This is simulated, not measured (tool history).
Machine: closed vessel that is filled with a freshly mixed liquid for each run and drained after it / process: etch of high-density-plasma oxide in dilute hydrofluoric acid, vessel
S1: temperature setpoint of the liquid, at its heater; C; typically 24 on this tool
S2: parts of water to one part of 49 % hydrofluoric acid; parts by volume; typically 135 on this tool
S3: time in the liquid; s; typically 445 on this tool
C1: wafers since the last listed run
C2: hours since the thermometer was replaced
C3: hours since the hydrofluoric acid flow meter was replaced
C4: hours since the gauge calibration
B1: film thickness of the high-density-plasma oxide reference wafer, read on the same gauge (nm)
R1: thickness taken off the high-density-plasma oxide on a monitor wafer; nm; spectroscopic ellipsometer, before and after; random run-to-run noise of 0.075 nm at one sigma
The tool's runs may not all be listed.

run 1 day=0 | S1=24 S2=135 S3=445 | C1=0 C2=1182.8 C3=377.6 C4=1637.7 | B1=30.02 | R1=19.77
run 2 day=1.558 | S1=24 S2=135 S3=445 | C1=2372 C2=1220.2 C3=415 C4=1675.1 | B1=29.98 | R1=19.7
run 3 day=5.142 | S1=24 S2=135 S3=445 | C1=5454 C2=1306.2 C3=501 C4=1761.1 | B1=30 | R1=19.63
run 4 day=13.383 | S1=24 S2=135 S3=445 | C1=12545 C2=1504 C3=698.8 C4=1958.9 | B1=29.99 | R1=19.55
run 5 day=16.262 | S1=22.5 S2=135 S3=445 | C1=4382 C2=1573.1 C3=767.9 C4=2028 | B1=29.99 | R1=18.52
run 6 day=19.133 | S1=22.5 S2=135 S3=445 | C1=4369 C2=1642 C3=836.8 C4=2096.9 | B1=30 | R1=18.51
run 7 day=20.817 | S1=27.5 S2=150 S3=445 | C1=2562 C2=1682.4 C3=877.2 C4=2137.3 | B1=30.01 | R1=19.73
run 8 day=22.571 | S1=24 S2=135 S3=445 | C1=2670 C2=1724.5 C3=919.3 C4=2179.4 | B1=30.01 | R1=19.56
run 9 day=26.188 | S1=24 S2=135 S3=445 | C1=5505 C2=1811.3 C3=1006.1 C4=2266.2 | B1=30.01 | R1=19.47
run 10 day=29.654 | S1=24 S2=135 S3=445 | C1=5276 C2=1894.5 C3=1089.3 C4=2349.4 | B1=29.99 | R1=19.41
run 11 day=33.412 | S1=24 S2=135 S3=445 | C1=5720 C2=1984.7 C3=1179.5 C4=2439.6 | B1=29.99 | R1=19.48
run 12 day=37.825 | S1=24 S2=110 S3=445 | C1=6716 C2=2090.6 C3=1285.4 C4=2545.5 | B1=30.01 | R1=24.51
run 13 day=40.904 | S1=24 S2=110 S3=445 | C1=4686 C2=2164.5 C3=1359.3 C4=2619.4 | B1=29.99 | R1=24.34
run 14 day=44.338 | S1=24 S2=110 S3=445 | C1=5226 C2=2246.9 C3=1441.7 C4=2701.8 | B1=30.02 | R1=24.27
run 15 day=48.133 | S1=24 S2=135 S3=445 | C1=5777 C2=2338 C3=1532.8 C4=2792.9 | B1=30 | R1=19.24
run 16 day=50.25 | S1=26 S2=105 S3=545 | C1=3221 C2=2388.8 C3=1583.6 C4=2843.7 | B1=30.01 | R1=34.06
run 17 day=53.738 | S1=24 S2=135 S3=445 | C1=5308 C2=2472.5 C3=1667.3 C4=2927.4 | B1=29.98 | R1=19.23
-- day=55.058 gauge calibrated
run 18 day=58.475 | S1=24 S2=135 S3=445 | C1=7211 C2=2586.2 C3=1781 C4=82 | B1=30 | R1=19.15
run 19 day=61.192 | S1=24 S2=135 S3=445 | C1=4135 C2=2651.4 C3=1846.2 C4=147.2 | B1=30.01 | R1=19.14
-- day=62.733 hydrofluoric acid flow meter replaced
run 20 day=63.988 | S1=25.5 S2=80 S3=445 | C1=4192 C2=2718.5 C3=30.1 C4=214.3 | B1=29.99 | R1=37.92
run 21 day=65.912 | S1=24 S2=135 S3=445 | C1=2930 C2=2764.7 C3=76.3 C4=260.5 | B1=30.01 | R1=19.96
-- day=67.771 thermometer replaced
run 22 day=69.746 | S1=29 S2=135 S3=660 | C1=5771 C2=47.4 C3=168.3 C4=352.5 | B1=30.01 | R1=35.74
run 23 day=73.733 | S1=25.5 S2=80 S3=210 | C1=6069 C2=143.1 C3=264 C4=448.2 | B1=30 | R1=17.89
run 24 day=77.933 | S1=28 S2=70 S3=445 | C1=6393 C2=243.9 C3=364.8 C4=549 | B1=29.98 | R1=48.18
run 25 day=79.458 | S1=24 S2=135 S3=445 | C1=2321 C2=280.5 C3=401.4 C4=585.6 | B1=30.01 | R1=19.84
run 26 day=82.862 | S1=24 S2=135 S3=445 | C1=5181 C2=362.2 C3=483.1 C4=667.3 | B1=30.01 | R1=19.75
run 27 day=84.888 | S1=21.5 S2=90 S3=375 | C1=3082 C2=410.8 C3=531.7 C4=715.9 | B1=30.01 | R1=23.81
run 28 day=87.588 | S1=21 S2=80 S3=350 | C1=4109 C2=475.6 C3=596.5 C4=780.7 | B1=30 | R1=24.69
run 29 day=90.012 | S1=24 S2=165 S3=550 | C1=3691 C2=533.8 C3=654.7 C4=838.9 | B1=30.01 | R1=19.15
run 30 day=92.883 | S1=29 S2=200 S3=625 | C1=4369 C2=602.7 C3=723.6 C4=907.8 | B1=30.01 | R1=20.75
run 31 day=96.125 | S1=29 S2=115 S3=610 | C1=4934 C2=680.5 C3=801.4 C4=985.6 | B1=30.02 | R1=39.31
run 32 day=98.992 | S1=24 S2=110 S3=660 | C1=4363 C2=749.3 C3=870.2 C4=1054.4 | B1=29.99 | R1=36.78
run 33 day=103.425 | S1=24 S2=135 S3=445 | C1=6748 C2=855.7 C3=976.6 C4=1160.8 | B1=29.99 | R1=19.52

Each row is a separate what-if for the run after 33, all from the same tool condition, not one after another. Results?
run A day=103.458 | S1=24 S2=135 S3=445 | C1=50 C2=856.5 C3=977.4 C4=1161.6 | B1=? | R1=?
run B day=103.458 | S1=24 S2=135 S3=555 | C1=50 C2=856.5 C3=977.4 C4=1161.6 | B1=? | R1=?
run C day=103.458 | S1=24 S2=115 S3=445 | C1=50 C2=856.5 C3=977.4 C4=1161.6 | B1=? | R1=?

run=A B1=29.99 R1=19.52
run=B B1=29.99 R1=24.35
run=C B1=29.99 R1=23.47
Without the tool's hidden state the same runs would have given:
run=A R1=19.94
run=B R1=24.87
run=C R1=23.97

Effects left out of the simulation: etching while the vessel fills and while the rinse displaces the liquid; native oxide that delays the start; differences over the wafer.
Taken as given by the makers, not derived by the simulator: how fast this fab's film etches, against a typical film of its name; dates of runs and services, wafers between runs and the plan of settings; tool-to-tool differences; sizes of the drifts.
